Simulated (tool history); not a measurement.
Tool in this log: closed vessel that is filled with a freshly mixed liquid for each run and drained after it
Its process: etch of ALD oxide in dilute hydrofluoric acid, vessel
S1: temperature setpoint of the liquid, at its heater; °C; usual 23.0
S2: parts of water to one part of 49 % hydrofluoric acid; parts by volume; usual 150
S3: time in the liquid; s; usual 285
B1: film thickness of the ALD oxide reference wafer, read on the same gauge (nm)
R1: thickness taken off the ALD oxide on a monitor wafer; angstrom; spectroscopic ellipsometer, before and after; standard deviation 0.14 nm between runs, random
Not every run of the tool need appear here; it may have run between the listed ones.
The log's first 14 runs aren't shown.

{"run": 15, "day": 43.642, "S1": 23.0, "S2": 150, "S3": 285, "B1": 139.97, "R1": 216.1}
{"run": 16, "day": 45.708, "S1": 23.0, "S2": 150, "S3": 285, "B1": 140.03, "R1": 219.6}
{"day": 45.929, "done": "hydrofluoric acid flow meter replaced"}
{"run": 17, "day": 48.812, "S1": 23.0, "S2": 150, "S3": 365, "B1": 139.98, "R1": 279.7}
{"run": 18, "day": 51.188, "S1": 23.0, "S2": 205, "S3": 285, "B1": 139.96, "R1": 148.4}
{"run": 19, "day": 52.854, "S1": 25.5, "S2": 200, "S3": 285, "B1": 140.05, "R1": 170.3}
{"run": 20, "day": 54.962, "S1": 19.0, "S2": 200, "S3": 180, "B1": 139.96, "R1": 83.6}
{"run": 21, "day": 57.975, "S1": 18.0, "S2": 110, "S3": 360, "B1": 140.01, "R1": 321.7}
{"run": 22, "day": 62.117, "S1": 21.5, "S2": 150, "S3": 285, "B1": 139.94, "R1": 204.5}
{"run": 23, "day": 65.917, "S1": 26.0, "S2": 150, "S3": 140, "B1": 139.96, "R1": 119.9}
{"run": 24, "day": 69.9, "S1": 28.0, "S2": 150, "S3": 285, "B1": 140.03, "R1": 264.9}
{"run": 25, "day": 71.667, "S1": 23.0, "S2": 200, "S3": 395, "B1": 140.0, "R1": 217.1}
{"run": 26, "day": 73.771, "S1": 23.0, "S2": 190, "S3": 330, "B1": 139.97, "R1": 188.3}
{"run": 27, "day": 77.867, "S1": 23.0, "S2": 150, "S3": 285, "B1": 140.0, "R1": 214.6}
{"run": 28, "day": 79.375, "S1": 20.0, "S2": 150, "S3": 190, "B1": 140.0, "R1": 128.1}
{"run": 29, "day": 82.783, "S1": 25.0, "S2": 150, "S3": 285, "B1": 139.97, "R1": 233.4}
{"run": 30, "day": 87.188, "S1": 20.0, "S2": 180, "S3": 285, "B1": 139.99, "R1": 155.1}
{"run": 31, "day": 89.488, "S1": 26.5, "S2": 125, "S3": 115, "B1": 139.95, "R1": 124.7}
{"day": 91.421, "done": "thermometer replaced"}
{"run": 32, "day": 93.504, "S1": 19.5, "S2": 150, "S3": 365, "B1": 139.97, "R1": 241.2}
{"run": 33, "day": 97.775, "S1": 23.0, "S2": 150, "S3": 285, "B1": 140.03, "R1": 216.5}

Predict each of these 5 candidate next runs independently; none follows another, all start after run 33:
{"run": "A", "day": 97.804, "S1": 23.0, "S2": 150, "S3": 395, "B1": "?", "R1": "?"}
{"run": "B", "day": 97.804, "S1": 27.0, "S2": 150, "S3": 210, "B1": "?", "R1": "?"}
{"run": "C", "day": 97.804, "S1": 23.0, "S2": 195, "S3": 285, "B1": "?", "R1": "?"}
{"run": "D", "day": 97.804, "S1": 23.0, "S2": 90, "S3": 285, "B1": "?", "R1": "?"}
{"run": "E", "day": 97.804, "S1": 24.5, "S2": 185, "S3": 350, "B1": "?", "R1": "?"}

run=A B1=139.99 R1=298.4
run=B B1=139.99 R1=184.6
run=C B1=139.99 R1=157.7
run=D B1=139.99 R1=384.9
run=E B1=139.99 R1=218.3
The same runs, with their run-to-run variation unchanged, on a tool lacking any hidden condition would have given:
run=A R1=298.4
run=B R1=184.6
run=C R1=157.7
run=D R1=384.9
run=E R1=218.3
